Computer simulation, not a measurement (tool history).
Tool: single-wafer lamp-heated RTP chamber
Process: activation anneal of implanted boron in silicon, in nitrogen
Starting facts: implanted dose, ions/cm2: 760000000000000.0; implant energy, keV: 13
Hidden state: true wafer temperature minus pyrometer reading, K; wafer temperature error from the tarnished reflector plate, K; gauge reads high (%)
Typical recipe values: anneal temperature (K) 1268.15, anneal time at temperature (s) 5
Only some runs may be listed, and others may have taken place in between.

| run | hour | anneal temperature (K) | anneal time at temperature (s) | wafers since the last listed run | wafers since the last pyrometer calibration | wafers since the reflector plate was cleaned | hours since the gauge calibration | read-back reference wafer on the same gauge, sheet resistance | sheet resistance of the implanted and annealed layer (ohm/square) |
|---|---|---|---|---|---|---|---|---|---|
| 1 | 0 | 1247.15 | 5 | 0 | 2659 | 13200 | 275.6 | 132.98 | 165.99 |
| 2 | 24.1 | 1268.15 | 5 | 324 | 2984 | 13524 | 299.7 | 132.98 | 155.99 |
|  | 47.7 | pyrometer window cleaned and pyrometer calibrated |
| 3 | 51.2 | 1268.15 | 5 | 257 | 47 | 13782 | 326.8 | 132.96 | 156.71 |
| 4 | 68.1 | 1268.15 | 5 | 227 | 274 | 14009 | 343.7 | 132.97 | 156.6 |
| 5 | 88.6 | 1246.15 | 5 | 276 | 550 | 14285 | 364.2 | 132.99 | 167.59 |
| 6 | 103.8 | 1268.15 | 5 | 204 | 755 | 14490 | 379.4 | 132.99 | 155.92 |
| 7 | 120.3 | 1268.15 | 5 | 222 | 977 | 14712 | 395.9 | 132.99 | 155.35 |
| 8 | 140.6 | 1268.15 | 5 | 273 | 1250 | 14985 | 416.2 | 133.05 | 155.96 |
| 9 | 160.4 | 1268.15 | 5 | 266 | 1517 | 15252 | 436 | 133.03 | 155.94 |
| 10 | 192.2 | 1290.15 | 7 | 428 | 1945 | 15680 | 467.8 | 133.01 | 150.99 |
|  | 222 | gauge calibrated |
|  | 223 | reflector plate cleaned |
| 11 | 223.5 | 1256.15 | 4 | 313 | 2259 | 7 | 1.5 | 133.04 | 165 |
| 12 | 236 | 1280.15 | 6 | 168 | 2427 | 175 | 14 | 133.07 | 153.82 |
| 13 | 262.6 | 1240.15 | 3 | 358 | 2785 | 533 | 40.6 | 133.06 | 179.02 |
| 14 | 283.1 | 1268.15 | 5 | 276 | 3061 | 809 | 61.1 | 132.98 | 157.67 |
|  | 307.8 | pyrometer window cleaned and pyrometer calibrated |
| 15 | 314.7 | 1248.15 | 4 | 317 | 92 | 1127 | 92.7 | 132.98 | 172.92 |
| 16 | 377.3 | 1242.15 | 7 | 842 | 935 | 1970 | 155.3 | 133.04 | 173.61 |
| 17 | 396 | 1296.15 | 4 | 251 | 1187 | 2221 | 174 | 133 | 151.4 |

Branching from run 17: 5 alternative next runs. What would each branch give?
| A | 396.4 | 1268.15 | 3 | 5 | 1192 | 2227 | 174.4 | ? | ? |
| B | 396.4 | 1248.15 | 8 | 5 | 1192 | 2227 | 174.4 | ? | ? |
| C | 396.4 | 1287.15 | 4 | 5 | 1192 | 2227 | 174.4 | ? | ? |
| D | 396.4 | 1268.15 | 4 | 5 | 1192 | 2227 | 174.4 | ? | ? |
| E | 396.4 | 1240.15 | 5 | 5 | 1192 | 2227 | 174.4 | ? | ? |

| run | read-back reference wafer on the same gauge, sheet resistance | sheet resistance of the implanted and annealed layer (ohm/square) |
|---|---|---|
| A | 132.93 | 158.46 |
| B | 132.93 | 166.26 |
| C | 132.93 | 152.63 |
| D | 132.93 | 157.76 |
| E | 132.93 | 176.38 |
Without the tool's unlogged condition, the same runs would have read:
| run | sheet resistance of the implanted and annealed layer (ohm/square) |
|---|---|
| A | 161.69 |
| B | 172.67 |
| C | 154.11 |
| D | 160.95 |
| E | 185.41 |

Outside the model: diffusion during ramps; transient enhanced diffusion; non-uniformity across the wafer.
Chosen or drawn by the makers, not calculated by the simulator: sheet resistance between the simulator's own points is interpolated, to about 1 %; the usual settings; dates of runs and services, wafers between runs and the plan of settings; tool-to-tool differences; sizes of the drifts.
